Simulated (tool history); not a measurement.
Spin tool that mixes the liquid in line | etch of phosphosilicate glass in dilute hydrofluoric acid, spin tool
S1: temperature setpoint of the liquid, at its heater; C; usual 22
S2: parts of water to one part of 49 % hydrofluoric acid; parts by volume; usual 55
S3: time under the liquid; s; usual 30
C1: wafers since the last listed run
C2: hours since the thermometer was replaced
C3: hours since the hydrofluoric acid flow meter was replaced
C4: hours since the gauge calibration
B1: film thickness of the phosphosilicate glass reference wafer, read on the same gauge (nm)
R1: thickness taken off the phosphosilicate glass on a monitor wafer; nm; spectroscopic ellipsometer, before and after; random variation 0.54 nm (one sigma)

run,hour,S1,S2,S3,C1,C2,C3,C4,B1,R1
1,0,19,55,30,0,356.7,1367.8,706.4,40,83.56
2,16.9,19,55,30,150,373.6,1384.7,723.3,39.99,83.62
3,35.9,22,55,30,169,392.6,1403.7,742.3,39.99,94.2
4,71.5,22,55,30,317,428.2,1439.3,777.9,39.98,93.89
5,94.5,22,55,30,205,451.2,1462.3,800.9,40.02,94.05
6,128.8,22,55,30,305,485.5,1496.6,835.2,40,94.47
7,142.7,22,55,30,123,499.4,1510.5,849.1,40.03,93.34
8,177.9,22,55,30,313,534.6,1545.7,884.3,39.98,93.72
9,202.9,22,55,30,222,559.6,1570.7,909.3,40.01,94.16
10,219.2,22,55,30,145,575.9,1587,925.6,40.02,94.55
11,233.6,22,55,30,128,590.3,1601.4,940,40,94.77
12,258.2,22,55,30,219,614.9,1626,964.6,40.01,93.94
13,284.1,22,55,30,230,640.8,1651.9,990.5,39.98,94.38
14,315.2,22,75,40,277,671.9,1683,1021.6,40.02,89.46
15,331.1,22,55,30,141,687.8,1698.9,1037.5,39.95,93.44
16,360.9,18.5,45,30,265,717.6,1728.7,1067.3,40.03,99.71
# hour 430.3: gauge calibrated
17,431.9,26,80,30,633,788.6,1799.7,1.6,39.98,73.27
18,464.1,23.5,35,15,287,820.8,1831.9,33.8,40.02,80.89
19,485.3,26.5,65,30,189,842,1853.1,55,40.03,93.35
20,502.1,26.5,55,45,149,858.8,1869.9,71.8,40,168.08
# hour 539.7: thermometer replaced
21,543.7,26,45,30,361,4,1911.5,113.4,40,131.14
22,576,19,80,30,287,36.3,1943.8,145.7,40.05,53.02
23,604.1,22,30,20,250,64.4,1971.9,173.8,40.05,113.66
# hour 613.8: hydrofluoric acid flow meter replaced
24,624.3,26.5,55,30,171,84.6,10.5,194,40.01,118.88
25,658.5,20,65,15,304,118.8,44.7,228.2,40.04,38.04
26,693.5,22,55,30,312,153.8,79.7,263.2,40.03,98.93
27,724.2,22,55,15,273,184.5,110.4,293.9,39.95,48.97
28,738.3,22,55,30,125,198.6,124.5,308,39.99,97.37
29,757.3,24.5,75,20,169,217.6,143.5,327,40.01,52.04
30,784.7,17.5,55,30,244,245,170.9,354.4,40.01,81.62
31,800.7,22,55,30,142,261,186.9,370.4,39.97,98.36
32,832.4,24,55,30,282,292.7,218.6,402.1,39.98,107.67

4 ways to go on from here, each from the tool as it stands after run 32. What would each give?
A,832.8,18,55,30,3,293.1,219,402.5,?,?
B,832.8,22,55,20,3,293.1,219,402.5,?,?
C,832.8,24.5,40,45,3,293.1,219,402.5,?,?
D,832.8,18.5,55,30,3,293.1,219,402.5,?,?

run,B1,R1
A,40.02,83.03
B,40.02,65.53
C,40.02,229.38
D,40.02,84.82
Without the tool's hidden state the same runs would have given:
run,R1
A,83.45
B,65.89
C,230.61
D,85.26
